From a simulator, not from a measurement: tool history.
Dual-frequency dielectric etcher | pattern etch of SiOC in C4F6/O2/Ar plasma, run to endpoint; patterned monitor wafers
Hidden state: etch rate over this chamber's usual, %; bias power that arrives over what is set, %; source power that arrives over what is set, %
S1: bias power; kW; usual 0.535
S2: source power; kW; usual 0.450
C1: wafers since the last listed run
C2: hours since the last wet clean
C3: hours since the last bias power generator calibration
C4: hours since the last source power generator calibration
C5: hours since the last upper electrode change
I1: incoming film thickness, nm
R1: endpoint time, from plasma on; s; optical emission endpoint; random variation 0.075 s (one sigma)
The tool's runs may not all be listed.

run,day,S1,S2,C1,C2,C3,C4,C5,I1,R1
1,0.000,0.563,0.390,0,296.6,2269.2,2152.8,5651.2,48.20,15.3
2,1.438,0.535,0.450,333,331.1,2303.7,2187.3,5685.7,48.46,15.0
3,2.396,0.535,0.450,222,354.1,2326.7,2210.3,5708.7,47.80,14.8
4,3.500,0.535,0.450,256,380.6,2353.2,2236.8,5735.2,48.45,14.9
5,4.008,0.535,0.370,118,392.8,2365.4,2249.0,5747.4,48.15,15.9
6,4.583,0.463,0.450,133,406.6,2379.2,2262.8,5761.2,48.24,15.9
# day 5.121: source power generator calibrated
# day 5.921: wet clean of the chamber
7,5.942,0.463,0.450,91,0.5,2411.8,19.7,5793.8,48.03,16.4
8,7.188,0.535,0.450,289,30.4,2441.7,49.6,5823.7,47.74,15.5
9,8.342,0.535,0.450,268,58.1,2469.4,77.3,5851.4,48.07,15.4
10,9.575,0.577,0.350,286,87.7,2499.0,106.9,5881.0,48.01,16.3
11,10.579,0.435,0.400,233,111.8,2523.1,131.0,5905.1,47.58,17.4
12,11.350,0.535,0.450,179,130.3,2541.6,149.5,5923.6,47.80,15.3
13,11.888,0.535,0.450,124,143.2,2554.5,162.4,5936.5,47.75,15.3
# day 13.333: upper electrode replaced
14,13.354,0.419,0.350,108,178.4,2589.7,197.6,0.5,48.07,18.7
# day 13.712: bias power generator calibrated
15,13.733,0.587,0.560,49,187.5,0.5,206.7,9.6,47.84,13.9
16,14.654,0.452,0.530,213,209.6,22.6,228.8,31.7,47.97,15.8
17,15.958,0.435,0.400,302,240.9,53.9,260.1,63.0,47.98,17.6
# day 18.058: wet clean of the chamber, repeated, since the last time left the tool worse
18,18.079,0.455,0.540,260,0.5,104.8,311.0,113.9,48.45,14.7
19,18.096,0.620,0.450,3,0.9,105.2,311.4,114.3,48.29,13.7
20,19.275,0.573,0.370,273,29.2,133.5,339.7,142.6,47.68,14.9
21,20.483,0.535,0.450,280,58.2,162.5,368.7,171.6,48.44,14.6
22,21.525,0.535,0.450,241,83.2,187.5,393.7,196.6,47.59,14.4
23,22.121,0.445,0.520,138,97.5,201.8,408.0,210.9,48.18,14.9
24,23.271,0.448,0.420,267,125.1,229.4,435.6,238.5,48.33,16.0
25,24.471,0.586,0.450,278,153.9,258.2,464.4,267.3,48.15,14.3
26,25.188,0.577,0.520,166,171.1,275.4,481.6,284.5,48.26,13.6
27,26.321,0.500,0.390,263,198.3,302.6,508.8,311.7,48.63,16.1
28,28.642,0.535,0.450,539,254.0,358.3,564.5,367.4,47.83,14.7
29,30.233,0.496,0.420,369,292.2,396.5,602.7,405.6,47.40,15.4
30,30.904,0.425,0.490,155,308.3,412.6,618.8,421.7,47.84,15.6
31,31.417,0.593,0.390,119,320.6,424.9,631.1,434.0,48.08,14.8
32,32.708,0.535,0.360,300,351.6,455.9,662.1,465.0,47.87,16.0
# day 34.329: wet clean of the chamber
33,34.350,0.445,0.410,149,0.5,495.3,701.5,504.4,48.54,16.5
34,34.362,0.599,0.450,2,0.8,495.6,701.8,504.7,48.39,13.9

Measured less the same run without the tool's hidden state. The same run-to-run variation is in both; the gauge's scatter may not be:
run,R1
1,+0.3
2,+0.3
3,+0.3
4,+0.3
5,+0.4
6,+0.4
7,+0.8
8,+0.8
9,+0.9
10,+0.9
11,+1.0
12,+0.9
13,+0.9
14,+1.2
15,+0.8
16,+1.0
17,+1.2
18,+0.0
19,-0.1
20,+0.0
21,-0.1
22,-0.1
23,+0.0
24,+0.0
25,+0.1
26,+0.1
27,+0.1
28,+0.2
29,+0.2
30,+0.2
31,+0.3
32,+0.3
33,+0.0
34,+0.0

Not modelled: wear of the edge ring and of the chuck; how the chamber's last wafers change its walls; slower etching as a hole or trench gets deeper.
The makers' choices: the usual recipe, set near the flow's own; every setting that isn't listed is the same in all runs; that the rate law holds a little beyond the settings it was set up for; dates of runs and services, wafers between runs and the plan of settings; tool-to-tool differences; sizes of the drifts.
